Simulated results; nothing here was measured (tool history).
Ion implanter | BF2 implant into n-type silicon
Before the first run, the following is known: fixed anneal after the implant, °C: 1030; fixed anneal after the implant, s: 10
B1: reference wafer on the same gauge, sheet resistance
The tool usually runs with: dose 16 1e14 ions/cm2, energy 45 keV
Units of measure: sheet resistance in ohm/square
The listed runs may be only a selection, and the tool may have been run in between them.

run 1 day=0 | dose=16 energy=33 | B1=101.01 | sheet_resistance=133.14
run 2 day=3.004 | dose=16 energy=33 | B1=101.04 | sheet_resistance=132.46
run 3 day=6.654 | dose=16 energy=33 | B1=101.18 | sheet_resistance=132.9
run 4 day=10.029 | dose=14.01 energy=51.5 | B1=100.88 | sheet_resistance=114.45
run 5 day=12.117 | dose=14.01 energy=51.5 | B1=101.09 | sheet_resistance=114.98
run 6 day=16.554 | dose=16 energy=41.5 | B1=100.95 | sheet_resistance=119.79
run 7 day=18.55 | dose=16 energy=45 | B1=100.99 | sheet_resistance=115.3
run 8 day=20.842 | dose=16 energy=45 | B1=100.9 | sheet_resistance=114.65
run 9 day=24.175 | dose=16 energy=45 | B1=101.06 | sheet_resistance=114.5
run 10 day=27.496 | dose=16 energy=45 | B1=100.81 | sheet_resistance=115.46
run 11 day=31.012 | dose=18.22 energy=45 | B1=100.93 | sheet_resistance=112.16
run 12 day=32.825 | dose=18.22 energy=45 | B1=100.96 | sheet_resistance=112.37
run 13 day=35.958 | dose=11.49 energy=56.5 | B1=100.99 | sheet_resistance=124.76
run 14 day=39.658 | dose=16 energy=45 | B1=101.03 | sheet_resistance=115.49
run 15 day=43.696 | dose=16 energy=45 | B1=100.85 | sheet_resistance=115.8
run 16 day=45.583 | dose=18.89 energy=45 | B1=101.03 | sheet_resistance=111.01
run 17 day=48.508 | dose=16 energy=45 | B1=101.08 | sheet_resistance=115.31
run 18 day=51.317 | dose=19.89 energy=58 | B1=100.96 | sheet_resistance=97.43
run 19 day=53.762 | dose=19.11 energy=45 | B1=101.12 | sheet_resistance=111.88
run 20 day=55.358 | dose=18.94 energy=34.5 | B1=100.98 | sheet_resistance=127.45
run 21 day=61.488 | dose=12.86 energy=57.5 | B1=101.03 | sheet_resistance=115.5
run 22 day=67.571 | dose=19.16 energy=56.5 | B1=101.01 | sheet_resistance=98.98
run 23 day=70.796 | dose=13.63 energy=50 | B1=101.01 | sheet_resistance=117.74
run 24 day=74.1 | dose=16 energy=45 | B1=101.09 | sheet_resistance=115.48

The log once held 4 entries between its listed runs, left out of this copy. Where does each go, and what is different about the tool's unlogged condition between the listed run before it and the listed run after it?
Between runs 10 and 11: gauge calibrated (day 28.575)
  no difference in the tool's unlogged condition between these two runs
Between runs 14 and 15: Faraday cup replaced and dose calibrated (day 41.271)
  no difference in the tool's unlogged condition between these two runs
Between runs 15 and 16: extraction supply calibrated (day 44.188)
  no difference in the tool's unlogged condition between these two runs
Between runs 22 and 23: gauge calibrated (day 68.633)
  no difference in the tool's unlogged condition between these two runs
